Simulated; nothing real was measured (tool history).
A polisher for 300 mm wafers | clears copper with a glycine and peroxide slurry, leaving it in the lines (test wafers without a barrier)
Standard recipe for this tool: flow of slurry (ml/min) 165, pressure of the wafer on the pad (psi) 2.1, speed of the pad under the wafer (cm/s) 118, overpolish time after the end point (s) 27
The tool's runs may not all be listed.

run,hour,flow of slurry (ml/min),pressure of the wafer on the pad (psi),speed of the pad under the wafer (cm/s),overpolish time after the end point (s),wafers since the last listed run,wafers polished on this pad,hours since the slurry nozzle was cleaned,hours since the head pressure was calibrated,"incoming thickness of the incoming film, nm",time until the end point was called (s),dishing of a wide line in a test structure (angstrom)
1,0.0,165,2.1,144,27,0,319,170.6,468.9,509.0,106.3,884
2,49.3,165,2.1,144,27,492,812,219.9,518.2,512.9,109.6,871
# hour 90.3: worn pad replaced by a new one
3,121.1,165,2.4,118,27,677,308,291.7,590.0,516.9,111.0,865
4,181.6,165,2.4,118,27,604,913,352.2,650.5,517.4,113.6,867
5,220.4,165,2.4,118,27,387,1300,391.0,689.3,511.9,115.1,868
# hour 227.0: head pressure recalibrated
# hour 229.6: worn pad replaced by a new one
6,278.4,165,2.1,142,27,533,487,449.0,51.4,503.5,107.5,856
7,341.7,165,2.1,142,27,632,1120,512.3,114.7,502.2,110.2,873
# hour 353.4: worn pad replaced by a new one
# hour 377.2: slurry nozzle cleaned
8,409.2,165,2.1,118,27,624,548,32.0,182.2,513.0,123.2,771
9,452.8,165,2.1,118,27,435,983,75.6,225.8,518.9,128.1,805
10,490.7,145,2.1,150,12,378,1362,113.5,263.7,514.0,111.9,452
# hour 515.5: worn pad replaced by a new one
11,540.9,195,2.4,104,27,461,253,163.7,313.9,503.3,116.9,835
12,567.4,165,2.1,118,32,264,518,190.2,340.4,504.5,123.1,947
13,615.3,135,2.4,118,27,478,997,238.1,388.3,510.9,116.1,855
# hour 637.1: worn pad replaced by a new one
14,660.0,110,2.1,134,38,406,229,282.8,433.0,511.5,120.1,1005
15,708.7,165,2.1,118,27,486,716,331.5,481.7,510.1,124.4,815

Consider 4 possible next runs. They are alternatives, not a sequence: every one starts from the tool as it was left by run 15. What does each give?
A,709.2,165,1.6,118,27,4,721,332.0,482.2,509.5,?,?
B,709.2,165,2.1,118,18,4,721,332.0,482.2,509.5,?,?
C,709.2,165,2.1,144,14,4,721,332.0,482.2,509.5,?,?
D,709.2,205,1.8,118,27,4,721,332.0,482.2,509.5,?,?

run,time until the end point was called (s),dishing of a wide line in a test structure (angstrom)
A,151.5,656
B,122.4,572
C,106.3,520
D,134.2,724
Stripped of hidden state, with their random variation kept, the same runs would have yielded:
run,time until the end point was called (s),dishing of a wide line in a test structure (angstrom)
A,149.2,664
B,120.5,579
C,104.7,526
D,132.2,732
